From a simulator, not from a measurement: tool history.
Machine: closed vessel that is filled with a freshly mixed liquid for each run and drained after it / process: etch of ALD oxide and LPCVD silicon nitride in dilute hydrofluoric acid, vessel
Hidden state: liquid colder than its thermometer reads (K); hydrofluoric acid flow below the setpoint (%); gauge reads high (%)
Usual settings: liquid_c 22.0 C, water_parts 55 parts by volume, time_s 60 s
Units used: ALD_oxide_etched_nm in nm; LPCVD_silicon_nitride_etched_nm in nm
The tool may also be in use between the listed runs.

run,hour,liquid_c,water_parts,time_s,wafers since the last listed run,hours since the thermometer was replaced,hours since the hydrofluoric acid flow meter was replaced,hours since the gauge calibration,"read-back film thickness of the ALD oxide reference wafer, read on the same gauge (nm)","read-back film thickness of the LPCVD silicon nitride reference wafer, read on the same gauge (nm)",ALD_oxide_etched_nm,LPCVD_silicon_nitride_etched_nm
1,0.0,22.0,55,70,0,281.9,2643.5,723.2,40.01,89.992,30.43,0.399
2,35.3,22.0,55,50,2462,317.2,2678.8,758.5,39.98,89.992,21.46,0.268
# hour 39.2: hydrofluoric acid flow meter replaced
3,49.5,22.0,55,50,920,331.4,10.3,772.7,39.98,90.002,25.61,0.369
4,84.4,22.0,55,75,2434,366.3,45.2,807.6,40.02,90.020,37.66,0.509
5,110.2,22.0,55,75,1799,392.1,71.0,833.4,39.99,90.020,38.26,0.545
6,135.9,22.0,55,60,1792,417.8,96.7,859.1,39.98,89.996,30.33,0.387
7,164.1,22.0,55,75,1967,446.0,124.9,887.3,40.01,89.985,37.86,0.442
8,191.0,22.0,30,60,1876,472.9,151.8,914.2,40.00,90.013,57.40,0.771
9,215.2,22.0,35,80,1688,497.1,176.0,938.4,40.00,90.009,64.55,0.814
10,247.9,22.0,55,60,2281,529.8,208.7,971.1,40.00,90.045,29.96,0.377
# hour 254.7: thermometer replaced
# hour 263.2: gauge calibrated
11,267.3,19.5,85,85,1283,12.6,228.1,4.1,40.01,90.010,24.60,0.340
12,297.8,19.0,40,35,2127,43.1,258.6,34.6,40.00,89.990,21.92,0.286
13,323.7,26.0,55,60,1806,69.0,284.5,60.5,40.01,90.005,35.87,0.522
14,348.2,22.0,80,60,1709,93.5,309.0,85.0,40.04,89.961,20.18,0.266
15,363.3,22.0,80,30,1053,108.6,324.1,100.1,40.00,89.980,10.20,0.140
16,394.6,22.0,75,90,2183,139.9,355.4,131.4,39.96,89.994,32.66,0.426
17,415.3,17.5,25,70,1444,160.6,376.1,152.1,40.00,90.000,66.21,0.691
18,446.7,23.5,65,50,2190,192.0,407.5,183.5,40.02,89.989,22.41,0.312
19,467.3,17.5,55,60,1437,212.6,428.1,204.1,39.99,90.039,24.68,0.276
20,483.9,20.5,55,30,1158,229.2,444.7,220.7,40.00,90.041,14.13,0.188
21,498.1,22.0,25,60,990,243.4,458.9,234.9,40.01,90.039,69.06,0.829
22,518.1,26.0,30,60,1395,263.4,478.9,254.9,39.98,90.010,68.03,1.017
23,531.2,22.0,55,60,913,276.5,492.0,268.0,40.00,89.996,30.24,0.401
24,560.0,22.0,65,80,2009,305.3,520.8,296.8,40.00,89.969,33.22,0.438
25,591.5,27.0,55,60,2197,336.8,552.3,328.3,40.00,90.019,36.41,0.558

What does the tool deliver on the next run?
26,627.5,23.5,70,90,2511,372.8,588.3,364.3,?,?,?,?

read-back film thickness of the ALD oxide reference wafer, read on the same gauge (nm): 39.99
read-back film thickness of the LPCVD silicon nitride reference wafer, read on the same gauge (nm): 89.999
ALD_oxide_etched_nm: 36.29 nm
LPCVD_silicon_nitride_etched_nm: 0.492 nm
Without the tool's hidden state the same run would have given ALD_oxide_etched_nm 38.54 nm, LPCVD_silicon_nitride_etched_nm 0.527 nm.

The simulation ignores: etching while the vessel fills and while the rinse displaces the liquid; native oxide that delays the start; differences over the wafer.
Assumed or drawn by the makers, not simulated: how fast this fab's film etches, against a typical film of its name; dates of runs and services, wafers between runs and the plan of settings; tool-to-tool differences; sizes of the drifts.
